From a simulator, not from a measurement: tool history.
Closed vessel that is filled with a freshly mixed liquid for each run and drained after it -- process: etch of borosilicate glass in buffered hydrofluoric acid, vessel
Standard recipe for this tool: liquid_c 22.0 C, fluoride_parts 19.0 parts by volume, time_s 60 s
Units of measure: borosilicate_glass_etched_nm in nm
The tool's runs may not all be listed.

| run | day | liquid_c | fluoride_parts | time_s | wafers since the last listed run | hours since the thermometer was replaced | hours since the hydrofluoric acid flow meter was replaced | hours since the gauge calibration | read-back film thickness of the borosilicate glass reference wafer, read on the same gauge (nm) | borosilicate_glass_etched_nm |
|---|---|---|---|---|---|---|---|---|---|---|
| 1 | 0.000 | 23.5 | 19.0 | 40 | 0 | 1416.0 | 735.4 | 1025.4 | 129.99 | 23.52 |
| 2 | 1.179 | 23.5 | 19.0 | 40 | 2947 | 1444.3 | 763.7 | 1053.7 | 130.02 | 23.69 |
|  | 2.179 | hydrofluoric acid flow meter replaced |
| 3 | 3.875 | 23.5 | 19.0 | 40 | 6635 | 1509.0 | 40.7 | 1118.4 | 129.98 | 24.84 |
| 4 | 6.183 | 22.0 | 19.0 | 60 | 5770 | 1564.4 | 96.1 | 1173.8 | 130.01 | 34.36 |
| 5 | 7.408 | 19.0 | 19.0 | 60 | 3062 | 1593.8 | 125.5 | 1203.2 | 129.98 | 28.76 |
| 6 | 10.042 | 19.0 | 19.0 | 60 | 6583 | 1657.0 | 188.7 | 1266.4 | 129.99 | 28.44 |
| 7 | 11.679 | 19.0 | 19.0 | 60 | 4093 | 1696.3 | 228.0 | 1305.7 | 130.00 | 28.37 |
| 8 | 14.100 | 22.0 | 19.0 | 60 | 6052 | 1754.4 | 286.1 | 1363.8 | 129.99 | 33.17 |
| 9 | 15.454 | 22.0 | 19.0 | 60 | 3385 | 1786.9 | 318.6 | 1396.3 | 130.01 | 32.94 |
| 10 | 17.638 | 22.0 | 19.0 | 60 | 5458 | 1839.3 | 371.0 | 1448.7 | 130.00 | 33.06 |
| 11 | 19.421 | 26.0 | 19.0 | 60 | 4458 | 1882.1 | 413.8 | 1491.5 | 130.00 | 40.95 |
|  | 19.967 | thermometer replaced |
| 12 | 22.342 | 26.0 | 19.0 | 60 | 7198 | 57.0 | 483.9 | 1561.6 | 129.99 | 40.85 |
|  | 23.521 | gauge calibrated |
| 13 | 24.150 | 22.0 | 21.5 | 60 | 4520 | 100.4 | 527.3 | 15.1 | 130.00 | 30.12 |
| 14 | 26.842 | 20.0 | 25.5 | 85 | 6729 | 165.0 | 591.9 | 79.7 | 130.00 | 34.09 |
| 15 | 28.696 | 27.0 | 15.0 | 85 | 4635 | 209.5 | 636.4 | 124.2 | 129.99 | 75.39 |
|  | 31.271 | hydrofluoric acid flow meter replaced |
| 16 | 31.612 | 22.0 | 19.0 | 60 | 7187 | 279.5 | 8.2 | 194.2 | 130.02 | 33.99 |
| 17 | 33.492 | 22.0 | 19.0 | 60 | 4697 | 324.6 | 53.3 | 239.3 | 130.00 | 34.10 |
| 18 | 35.792 | 22.0 | 22.0 | 30 | 5750 | 379.8 | 108.5 | 294.5 | 130.02 | 15.13 |
| 19 | 37.050 | 25.0 | 19.0 | 60 | 3145 | 410.0 | 138.7 | 324.7 | 130.01 | 40.10 |
| 20 | 38.779 | 19.0 | 16.0 | 50 | 4322 | 451.5 | 180.2 | 366.2 | 130.01 | 28.41 |
| 21 | 40.496 | 22.0 | 19.0 | 60 | 4291 | 492.7 | 221.4 | 407.4 | 130.00 | 33.57 |
| 22 | 42.458 | 26.0 | 14.0 | 30 | 4906 | 539.8 | 268.5 | 454.5 | 130.01 | 28.30 |
| 23 | 43.500 | 19.5 | 13.0 | 85 | 2604 | 564.8 | 293.5 | 479.5 | 130.00 | 60.25 |
| 24 | 46.125 | 22.0 | 16.5 | 60 | 6562 | 627.8 | 356.5 | 542.5 | 130.00 | 38.31 |
| 25 | 47.758 | 22.0 | 19.0 | 60 | 4083 | 667.0 | 395.7 | 581.7 | 129.99 | 33.08 |
| 26 | 49.067 | 22.0 | 19.0 | 60 | 3270 | 698.4 | 427.1 | 613.1 | 130.00 | 33.14 |
| 27 | 50.762 | 22.0 | 19.0 | 60 | 4239 | 739.1 | 467.8 | 653.8 | 129.99 | 33.11 |
| 28 | 53.062 | 19.0 | 25.0 | 40 | 5750 | 794.3 | 523.0 | 709.0 | 129.97 | 15.30 |
| 29 | 54.350 | 25.0 | 13.5 | 30 | 3218 | 825.2 | 553.9 | 739.9 | 130.01 | 27.08 |
| 30 | 56.121 | 22.0 | 24.0 | 50 | 4427 | 867.7 | 596.4 | 782.4 | 130.02 | 22.94 |
| 31 | 58.425 | 27.0 | 24.0 | 60 | 5760 | 923.0 | 651.7 | 837.7 | 130.01 | 36.09 |
|  | 58.554 | hydrofluoric acid flow meter replaced |
| 32 | 61.096 | 17.0 | 19.0 | 80 | 6573 | 987.1 | 61.0 | 901.8 | 129.99 | 34.40 |

Forecast each of these 4 alternatives for the next run:
| A | 61.125 | 22.0 | 14.5 | 60 | 72 | 987.8 | 61.7 | 902.5 | ? | ? |
| B | 61.125 | 22.0 | 21.0 | 60 | 72 | 987.8 | 61.7 | 902.5 | ? | ? |
| C | 61.125 | 18.5 | 19.0 | 35 | 72 | 987.8 | 61.7 | 902.5 | ? | ? |
| D | 61.125 | 20.5 | 12.0 | 80 | 72 | 987.8 | 61.7 | 902.5 | ? | ? |

| run | read-back film thickness of the borosilicate glass reference wafer, read on the same gauge (nm) | borosilicate_glass_etched_nm |
|---|---|---|
| A | 130.02 | 44.45 |
| B | 130.02 | 31.31 |
| C | 130.02 | 16.36 |
| D | 130.02 | 65.87 |
Had the tool no hidden state, the same runs would have come out as:
| run | borosilicate_glass_etched_nm |
|---|---|
| A | 44.81 |
| B | 31.48 |
| C | 16.49 |
| D | 66.40 |
